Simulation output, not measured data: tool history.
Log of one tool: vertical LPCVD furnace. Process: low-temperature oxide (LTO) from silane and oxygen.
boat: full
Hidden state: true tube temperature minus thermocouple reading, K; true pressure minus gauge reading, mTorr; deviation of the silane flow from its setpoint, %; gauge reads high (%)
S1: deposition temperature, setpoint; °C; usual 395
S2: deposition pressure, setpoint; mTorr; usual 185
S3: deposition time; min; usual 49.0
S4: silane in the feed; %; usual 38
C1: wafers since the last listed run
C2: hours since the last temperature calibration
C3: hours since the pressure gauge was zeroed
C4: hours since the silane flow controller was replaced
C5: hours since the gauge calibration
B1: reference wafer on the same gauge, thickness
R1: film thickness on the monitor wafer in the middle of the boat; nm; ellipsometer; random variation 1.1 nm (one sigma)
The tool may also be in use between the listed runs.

| run | hour | S1 | S2 | S3 | S4 | C1 | C2 | C3 | C4 | C5 | B1 | R1 |
|---|---|---|---|---|---|---|---|---|---|---|---|---|
| 1 | 0.0 | 395 | 185 | 49.0 | 38 | 0 | 4241.1 | 3138.5 | 1641.8 | 245.2 | 374.13 | 387.25 |
| 2 | 70.2 | 395 | 185 | 34.5 | 38 | 572 | 4311.3 | 3208.7 | 1712.0 | 315.4 | 374.02 | 272.64 |
| 3 | 164.5 | 395 | 185 | 34.5 | 38 | 769 | 4405.6 | 3303.0 | 1806.3 | 409.7 | 373.96 | 272.82 |
| 4 | 206.5 | 395 | 185 | 34.5 | 38 | 342 | 4447.6 | 3345.0 | 1848.3 | 451.7 | 374.20 | 273.79 |
| 5 | 260.9 | 395 | 185 | 49.0 | 38 | 443 | 4502.0 | 3399.4 | 1902.7 | 506.1 | 373.95 | 390.20 |
| 6 | 310.6 | 395 | 185 | 49.0 | 38 | 405 | 4551.7 | 3449.1 | 1952.4 | 555.8 | 374.19 | 392.28 |
| 7 | 353.3 | 395 | 185 | 49.0 | 36 | 348 | 4594.4 | 3491.8 | 1995.1 | 598.5 | 373.94 | 368.70 |
|  | 430.7 | thermocouples replaced and temperature profile calibrated |
| 8 | 432.5 | 395 | 185 | 49.0 | 36 | 450 | 1.8 | 3571.0 | 2074.3 | 677.7 | 374.33 | 353.03 |
| 9 | 484.8 | 395 | 185 | 49.0 | 36 | 426 | 54.1 | 3623.3 | 2126.6 | 730.0 | 374.05 | 353.68 |
| 10 | 523.2 | 395 | 185 | 49.0 | 38 | 313 | 92.5 | 3661.7 | 2165.0 | 768.4 | 374.41 | 375.80 |
|  | 558.0 | gauge calibrated |
| 11 | 615.5 | 395 | 215 | 49.0 | 38 | 753 | 184.8 | 3754.0 | 2257.3 | 57.5 | 374.04 | 436.17 |
| 12 | 713.1 | 395 | 185 | 49.0 | 38 | 796 | 282.4 | 3851.6 | 2354.9 | 155.1 | 374.02 | 378.66 |
| 13 | 759.7 | 391 | 200 | 58.5 | 41 | 380 | 329.0 | 3898.2 | 2401.5 | 201.7 | 373.98 | 509.71 |
| 14 | 800.7 | 395 | 170 | 40.5 | 38 | 334 | 370.0 | 3939.2 | 2442.5 | 242.7 | 374.29 | 288.45 |
|  | 883.7 | silane flow controller replaced |
|  | 979.5 | pressure gauge zeroed |
| 15 | 1012.1 | 395 | 185 | 49.0 | 38 | 1333 | 581.4 | 32.6 | 128.4 | 454.1 | 373.91 | 363.41 |
| 16 | 1105.0 | 406 | 185 | 68.5 | 35 | 758 | 674.3 | 125.5 | 221.3 | 547.0 | 374.14 | 517.71 |
| 17 | 1179.2 | 388 | 185 | 39.5 | 38 | 605 | 748.5 | 199.7 | 295.5 | 621.2 | 373.98 | 269.97 |
| 18 | 1235.5 | 390 | 165 | 49.0 | 32 | 459 | 804.8 | 256.0 | 351.8 | 677.5 | 373.97 | 242.43 |

Measured less the same run without the tool's hidden state. The same run-to-run variation is in both; the gauge's scatter may not be:
| run | R1 |
|---|---|
| 1 | +26.61 |
| 2 | +19.57 |
| 3 | +20.73 |
| 4 | +21.34 |
| 5 | +31.40 |
| 6 | +32.48 |
| 7 | +32.45 |
| 8 | +17.02 |
| 9 | +17.63 |
| 10 | +18.06 |
| 11 | +22.19 |
| 12 | +20.44 |
| 13 | +25.89 |
| 14 | +16.41 |
| 15 | +4.74 |
| 16 | +6.93 |
| 17 | +3.94 |
| 18 | +3.84 |
